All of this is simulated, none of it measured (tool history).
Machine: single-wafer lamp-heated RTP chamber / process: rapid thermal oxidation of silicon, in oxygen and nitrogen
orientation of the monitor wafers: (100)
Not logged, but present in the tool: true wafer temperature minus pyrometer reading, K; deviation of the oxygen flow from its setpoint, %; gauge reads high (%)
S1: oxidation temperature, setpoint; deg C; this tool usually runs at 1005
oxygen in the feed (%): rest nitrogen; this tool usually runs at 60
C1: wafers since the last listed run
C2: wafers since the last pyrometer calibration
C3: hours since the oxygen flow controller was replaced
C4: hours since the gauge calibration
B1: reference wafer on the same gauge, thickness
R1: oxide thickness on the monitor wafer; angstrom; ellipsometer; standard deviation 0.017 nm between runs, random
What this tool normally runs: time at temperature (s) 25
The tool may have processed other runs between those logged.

Run 1, hour 0.0: usual settings but time at temperature (s) 16; C1 0; C2 8526; C3 1473.3; C4 1186.5; B1 3.913. Result: R1 32.58 angstrom.
Run 2, hour 56.2: usual settings; C1 782; C2 9309; C3 1529.5; C4 1242.7; B1 3.907. Result: R1 39.03 angstrom.
At hour 83.9: pyrometer window cleaned and pyrometer calibrated.
Run 3, hour 124.5: usual settings; C1 840; C2 566; C3 1597.8; C4 1311.0; B1 3.912. Result: R1 36.92 angstrom.
Run 4, hour 154.8: usual settings; C1 422; C2 988; C3 1628.1; C4 1341.3; B1 3.915. Result: R1 36.61 angstrom.
Run 5, hour 189.5: usual settings; C1 483; C2 1471; C3 1662.8; C4 1376.0; B1 3.911. Result: R1 37.31 angstrom.
Run 6, hour 231.5: usual settings but oxygen in the feed (%) 52; C1 585; C2 2056; C3 1704.8; C4 1418.0; B1 3.911. Result: R1 35.44 angstrom.
Run 7, hour 437.1: usual settings but oxygen in the feed (%) 52; C1 2864; C2 4921; C3 1910.4; C4 1623.6; B1 3.907. Result: R1 35.97 angstrom.
Run 8, hour 502.7: usual settings; C1 913; C2 5834; C3 1976.0; C4 1689.2; B1 3.908. Result: R1 37.38 angstrom.
Run 9, hour 552.1: usual settings; C1 688; C2 6523; C3 2025.4; C4 1738.6; B1 3.913. Result: R1 37.85 angstrom.
Run 10, hour 583.5: usual settings; C1 437; C2 6960; C3 2056.8; C4 1770.0; B1 3.910. Result: R1 37.81 angstrom.
Run 11, hour 626.0: usual settings but oxygen in the feed (%) 40; C1 592; C2 7552; C3 2099.3; C4 1812.5; B1 3.910. Result: R1 34.03 angstrom.
Run 12, hour 690.5: usual settings but oxygen in the feed (%) 40; C1 898; C2 8451; C3 2163.8; C4 1877.0; B1 3.908. Result: R1 34.35 angstrom.
Run 13, hour 728.0: usual settings but oxygen in the feed (%) 40; C1 522; C2 8973; C3 2201.3; C4 1914.5; B1 3.908. Result: R1 34.49 angstrom.
Run 14, hour 794.4: usual settings; C1 925; C2 9898; C3 2267.7; C4 1980.9; B1 3.907. Result: R1 39.05 angstrom.
At hour 815.8: pyrometer window cleaned and pyrometer calibrated.
Run 15, hour 857.5: usual settings; C1 767; C2 581; C3 2330.8; C4 2044.0; B1 3.911. Result: R1 36.79 angstrom.
Run 16, hour 896.5: usual settings; C1 543; C2 1124; C3 2369.8; C4 2083.0; B1 3.909. Result: R1 37.26 angstrom.
Run 17, hour 927.8: usual settings; C1 436; C2 1560; C3 2401.1; C4 2114.3; B1 3.907. Result: R1 37.20 angstrom.
Run 18, hour 962.0: usual settings; C1 476; C2 2037; C3 2435.3; C4 2148.5; B1 3.910. Result: R1 37.29 angstrom.
At hour 970.3: gauge calibrated.
Run 19, hour 992.9: usual settings; C1 430; C2 2467; C3 2466.2; C4 22.6; B1 3.909. Result: R1 37.12 angstrom.
At hour 1043.0: oxygen flow controller replaced.
Run 20, hour 1051.0: usual settings but oxygen in the feed (%) 37; C1 697; C2 3165; C3 8.0; C4 80.7; B1 3.912. Result: R1 32.84 angstrom.
Run 21, hour 1113.3: usual settings but oxygen in the feed (%) 87; C1 867; C2 4033; C3 70.3; C4 143.0; B1 3.908. Result: R1 42.18 angstrom.
Run 22, hour 1166.5: usual settings; C1 741; C2 4774; C3 123.5; C4 196.2; B1 3.909. Result: R1 37.58 angstrom.
Run 23, hour 1199.6: usual settings but S1 984 deg C; C1 461; C2 5235; C3 156.6; C4 229.3; B1 3.908. Result: R1 33.14 angstrom.
Run 24, hour 1252.5: usual settings but S1 995 deg C, oxygen in the feed (%) 43; C1 736; C2 5972; C3 209.5; C4 282.2; B1 3.911. Result: R1 32.81 angstrom.
Run 25, hour 1298.0: usual settings; C1 633; C2 6606; C3 255.0; C4 327.7; B1 3.909. Result: R1 38.18 angstrom.
Run 26, hour 1339.7: usual settings but S1 989 deg C, oxygen in the feed (%) 75; C1 580; C2 7187; C3 296.7; C4 369.4; B1 3.914. Result: R1 36.91 angstrom.
Run 27, hour 1374.1: usual settings but time at temperature (s) 31, oxygen in the feed (%) 85; C1 479; C2 7667; C3 331.1; C4 403.8; B1 3.909. Result: R1 46.62 angstrom.
Run 28, hour 1403.2: usual settings but time at temperature (s) 34, oxygen in the feed (%) 44; C1 405; C2 8072; C3 360.2; C4 432.9; B1 3.915. Result: R1 39.40 angstrom.
At hour 1438.4: pyrometer window cleaned and pyrometer calibrated.
Run 29, hour 1502.7: usual settings but S1 1023 deg C, time at temperature (s) 34, oxygen in the feed (%) 87; C1 1274; C2 895; C3 459.7; C4 532.4; B1 3.910. Result: R1 52.91 angstrom.
Run 30, hour 1562.6: usual settings but S1 1022 deg C, time at temperature (s) 34, oxygen in the feed (%) 43; C1 834; C2 1729; C3 519.6; C4 592.3; B1 3.909. Result: R1 42.03 angstrom.
Run 31, hour 1619.0: usual settings; C1 785; C2 2515; C3 576.0; C4 648.7; B1 3.907. Result: R1 37.36 angstrom.
Run 32, hour 1664.2: usual settings but S1 1020 deg C, time at temperature (s) 32, oxygen in the feed (%) 43; C1 629; C2 3145; C3 621.2; C4 693.9; B1 3.911. Result: R1 40.53 angstrom.
Run 33, hour 1693.6: usual settings; C1 409; C2 3554; C3 650.6; C4 723.3; B1 3.908. Result: R1 37.09 angstrom.
Run 34, hour 1754.4: usual settings; C1 847; C2 4401; C3 711.4; C4 784.1; B1 3.912. Result: R1 37.57 angstrom.
Run 35, hour 1795.0: usual settings but S1 1014 deg C, time at temperature (s) 31, oxygen in the feed (%) 52; C1 565; C2 4967; C3 752.0; C4 824.7; B1 3.910. Result: R1 41.46 angstrom.
Run 36, hour 1847.4: usual settings but time at temperature (s) 34, oxygen in the feed (%) 43; C1 730; C2 5697; C3 804.4; C4 877.1; B1 3.910. Result: R1 38.02 angstrom.

What if the next run were any one of these 3? Each begins from the tool's condition after run 36:
Run A, hour 1847.8: usual settings but oxygen in the feed (%) 78; C1 5; C2 5702; C3 804.8; C4 877.5; B1 ?. Result: R1 ?.
Run B, hour 1847.8: usual settings but S1 1022 deg C, time at temperature (s) 33; C1 5; C2 5702; C3 804.8; C4 877.5; B1 ?. Result: R1 ?.
Run C, hour 1847.8: usual settings but S1 1033 deg C, time at temperature (s) 36; C1 5; C2 5702; C3 804.8; C4 877.5; B1 ?. Result: R1 ?.

run     B1     R1
  A  3.912  40.95
  B  3.912  47.09
  C  3.912  52.60
Without the tool's hidden state the same runs would have given:
run     R1
  A  40.14
  B  46.13
  C  51.52
